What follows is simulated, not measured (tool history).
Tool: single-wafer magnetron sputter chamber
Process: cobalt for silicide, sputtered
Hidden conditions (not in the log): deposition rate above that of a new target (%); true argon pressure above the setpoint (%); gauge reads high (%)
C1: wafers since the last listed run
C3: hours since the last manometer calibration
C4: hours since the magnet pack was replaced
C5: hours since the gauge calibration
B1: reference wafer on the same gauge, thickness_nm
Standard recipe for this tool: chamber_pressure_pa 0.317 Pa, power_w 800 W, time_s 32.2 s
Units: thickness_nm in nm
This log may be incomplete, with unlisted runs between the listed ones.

run 1 hour=0 | chamber_pressure_pa=0.317 power_w=800 time_s=27.9 | C1=0 wafers_on_the_sputter_target=471 C3=1109.2 C4=11832.8 C5=78.7 | B1=15.222 | thickness_nm=11.979
run 2 hour=17.4 | chamber_pressure_pa=0.317 power_w=800 time_s=27.9 | C1=337 wafers_on_the_sputter_target=808 C3=1126.6 C4=11850.2 C5=96.1 | B1=15.175 | thickness_nm=12.062
run 3 hour=24.5 | chamber_pressure_pa=0.317 power_w=800 time_s=32.2 | C1=137 wafers_on_the_sputter_target=946 C3=1133.7 C4=11857.3 C5=103.2 | B1=15.207 | thickness_nm=13.94
run 4 hour=41.7 | chamber_pressure_pa=0.317 power_w=800 time_s=32.2 | C1=333 wafers_on_the_sputter_target=1280 C3=1150.9 C4=11874.5 C5=120.4 | B1=15.222 | thickness_nm=13.918
run 5 hour=54.5 | chamber_pressure_pa=0.317 power_w=800 time_s=32.2 | C1=248 wafers_on_the_sputter_target=1528 C3=1163.7 C4=11887.3 C5=133.2 | B1=15.176 | thickness_nm=13.862
run 6 hour=72.4 | chamber_pressure_pa=0.317 power_w=750 time_s=36.9 | C1=347 wafers_on_the_sputter_target=1875 C3=1181.6 C4=11905.2 C5=151.1 | B1=15.205 | thickness_nm=14.807
run 7 hour=80 | chamber_pressure_pa=0.317 power_w=750 time_s=36.9 | C1=147 wafers_on_the_sputter_target=2023 C3=1189.2 C4=11912.8 C5=158.7 | B1=15.188 | thickness_nm=14.859
run 8 hour=95.1 | chamber_pressure_pa=0.317 power_w=750 time_s=36.9 | C1=292 wafers_on_the_sputter_target=2316 C3=1204.3 C4=11927.9 C5=173.8 | B1=15.2 | thickness_nm=14.916
run 9 hour=109.5 | chamber_pressure_pa=0.317 power_w=900 time_s=33.8 | C1=279 wafers_on_the_sputter_target=2595 C3=1218.7 C4=11942.3 C5=188.2 | B1=15.198 | thickness_nm=16.159
run 10 hour=127 | chamber_pressure_pa=0.317 power_w=900 time_s=33.8 | C1=339 wafers_on_the_sputter_target=2934 C3=1236.2 C4=11959.8 C5=205.7 | B1=15.191 | thickness_nm=16.113
run 11 hour=136.7 | chamber_pressure_pa=0.317 power_w=900 time_s=33.8 | C1=188 wafers_on_the_sputter_target=3123 C3=1245.9 C4=11969.5 C5=215.4 | B1=15.199 | thickness_nm=16.186
run 12 hour=151.1 | chamber_pressure_pa=0.317 power_w=950 time_s=32.2 | C1=279 wafers_on_the_sputter_target=3402 C3=1260.3 C4=11983.9 C5=229.8 | B1=15.185 | thickness_nm=16.321
run 13 hour=162.3 | chamber_pressure_pa=0.317 power_w=950 time_s=32.2 | C1=217 wafers_on_the_sputter_target=3619 C3=1271.5 C4=11995.1 C5=241 | B1=15.192 | thickness_nm=16.273
-- hour=170.8 capacitance manometer re-zeroed and calibrated
run 14 hour=174.3 | chamber_pressure_pa=0.219 power_w=800 time_s=32.2 | C1=77 wafers_on_the_sputter_target=3697 C3=3.5 C4=12007.1 C5=253 | B1=15.206 | thickness_nm=14.258
run 15 hour=181.8 | chamber_pressure_pa=0.219 power_w=800 time_s=32.2 | C1=145 wafers_on_the_sputter_target=3842 C3=11 C4=12014.6 C5=260.5 | B1=15.235 | thickness_nm=14.279
run 16 hour=189 | chamber_pressure_pa=0.317 power_w=800 time_s=32.2 | C1=139 wafers_on_the_sputter_target=3982 C3=18.2 C4=12021.8 C5=267.7 | B1=15.214 | thickness_nm=13.534
-- hour=191.6 gauge calibrated
run 17 hour=202.8 | chamber_pressure_pa=0.317 power_w=800 time_s=32.2 | C1=267 wafers_on_the_sputter_target=4249 C3=32 C4=12035.6 C5=11.2 | B1=15.179 | thickness_nm=13.608
run 18 hour=211.2 | chamber_pressure_pa=0.222 power_w=800 time_s=32.2 | C1=162 wafers_on_the_sputter_target=4412 C3=40.4 C4=12044 C5=19.6 | B1=15.208 | thickness_nm=14.015
run 19 hour=219.1 | chamber_pressure_pa=0.317 power_w=800 time_s=26.1 | C1=153 wafers_on_the_sputter_target=4566 C3=48.3 C4=12051.9 C5=27.5 | B1=15.204 | thickness_nm=10.895
run 20 hour=227.9 | chamber_pressure_pa=0.317 power_w=800 time_s=32.2 | C1=170 wafers_on_the_sputter_target=4736 C3=57.1 C4=12060.7 C5=36.3 | B1=15.195 | thickness_nm=13.301
run 21 hour=244.3 | chamber_pressure_pa=0.219 power_w=800 time_s=32.2 | C1=318 wafers_on_the_sputter_target=5054 C3=73.5 C4=12077.1 C5=52.7 | B1=15.186 | thickness_nm=14.081
run 22 hour=258.5 | chamber_pressure_pa=0.317 power_w=750 time_s=36.9 | C1=275 wafers_on_the_sputter_target=5330 C3=87.7 C4=12091.3 C5=66.9 | B1=15.212 | thickness_nm=14.117
run 23 hour=271.6 | chamber_pressure_pa=0.388 power_w=900 time_s=29.6 | C1=254 wafers_on_the_sputter_target=5584 C3=100.8 C4=12104.4 C5=80 | B1=15.198 | thickness_nm=13.261
run 24 hour=286.1 | chamber_pressure_pa=0.317 power_w=800 time_s=32.2 | C1=281 wafers_on_the_sputter_target=5865 C3=115.3 C4=12118.9 C5=94.5 | B1=15.215 | thickness_nm=13.113
-- hour=301.2 magnet pack replaced
run 25 hour=301.7 | chamber_pressure_pa=0.317 power_w=900 time_s=34 | C1=147 wafers_on_the_sputter_target=6013 C3=130.9 C4=0.5 C5=110.1 | B1=15.203 | thickness_nm=15.506
run 26 hour=311.8 | chamber_pressure_pa=0.258 power_w=800 time_s=32.2 | C1=195 wafers_on_the_sputter_target=6209 C3=141 C4=10.6 C5=120.2 | B1=15.181 | thickness_nm=13.403
-- hour=325.7 sputter target and shields replaced
run 27 hour=326.2 | chamber_pressure_pa=0.275 power_w=700 time_s=32.2 | C1=124 wafers_on_the_sputter_target=9 C3=155.4 C4=25 C5=134.6 | B1=15.205 | thickness_nm=12.429
run 28 hour=327.8 | chamber_pressure_pa=0.317 power_w=900 time_s=28.6 | C1=31 wafers_on_the_sputter_target=40 C3=157 C4=26.6 C5=136.2 | B1=15.218 | thickness_nm=13.89
run 29 hour=351.9 | chamber_pressure_pa=0.317 power_w=800 time_s=32.2 | C1=467 wafers_on_the_sputter_target=508 C3=181.1 C4=50.7 C5=160.3 | B1=15.18 | thickness_nm=14.016
run 30 hour=358.4 | chamber_pressure_pa=0.216 power_w=650 time_s=32.2 | C1=126 wafers_on_the_sputter_target=634 C3=187.6 C4=57.2 C5=166.8 | B1=15.19 | thickness_nm=11.822
run 31 hour=368.4 | chamber_pressure_pa=0.388 power_w=900 time_s=29.6 | C1=193 wafers_on_the_sputter_target=828 C3=197.6 C4=67.2 C5=176.8 | B1=15.173 | thickness_nm=13.972
run 32 hour=374.8 | chamber_pressure_pa=0.317 power_w=600 time_s=32.2 | C1=124 wafers_on_the_sputter_target=952 C3=204 C4=73.6 C5=183.2 | B1=15.175 | thickness_nm=10.428
run 33 hour=391.4 | chamber_pressure_pa=0.378 power_w=800 time_s=32.2 | C1=321 wafers_on_the_sputter_target=1274 C3=220.6 C4=90.2 C5=199.8 | B1=15.179 | thickness_nm=13.655
run 34 hour=407.4 | chamber_pressure_pa=0.275 power_w=650 time_s=29.5 | C1=310 wafers_on_the_sputter_target=1584 C3=236.6 C4=106.2 C5=215.8 | B1=15.195 | thickness_nm=10.563

What the log doesn't show, run by run:
true argon pressure above the setpoint (%): 0 on each run
gauge reads high (%): 0 on each run
H1: deposition rate above that of a new target (%)
run=1 H1=-0.483
run=2 H1=-0.551
run=3 H1=-0.589
run=4 H1=-0.707
run=5 H1=-0.817
run=6 H1=-1
run=7 H1=-1.09
run=8 H1=-1.29
run=9 H1=-1.51
run=10 H1=-1.81
run=11 H1=-1.99
run=12 H1=-2.28
run=13 H1=-2.52
run=14 H1=-2.79
run=15 H1=-2.97
run=16 H1=-3.15
run=17 H1=-3.51
run=18 H1=-3.74
run=19 H1=-3.97
run=20 H1=-4.23
run=21 H1=-4.73
run=22 H1=-5.2
run=23 H1=-5.65
run=24 H1=-6.17
run=25 H1=-6.76
run=26 H1=-7.16
run=27 H1=-0.103
run=28 H1=-0.104
run=29 H1=-0.144
run=30 H1=-0.167
run=31 H1=-0.212
run=32 H1=-0.247
run=33 H1=-0.36
run=34 H1=-0.5

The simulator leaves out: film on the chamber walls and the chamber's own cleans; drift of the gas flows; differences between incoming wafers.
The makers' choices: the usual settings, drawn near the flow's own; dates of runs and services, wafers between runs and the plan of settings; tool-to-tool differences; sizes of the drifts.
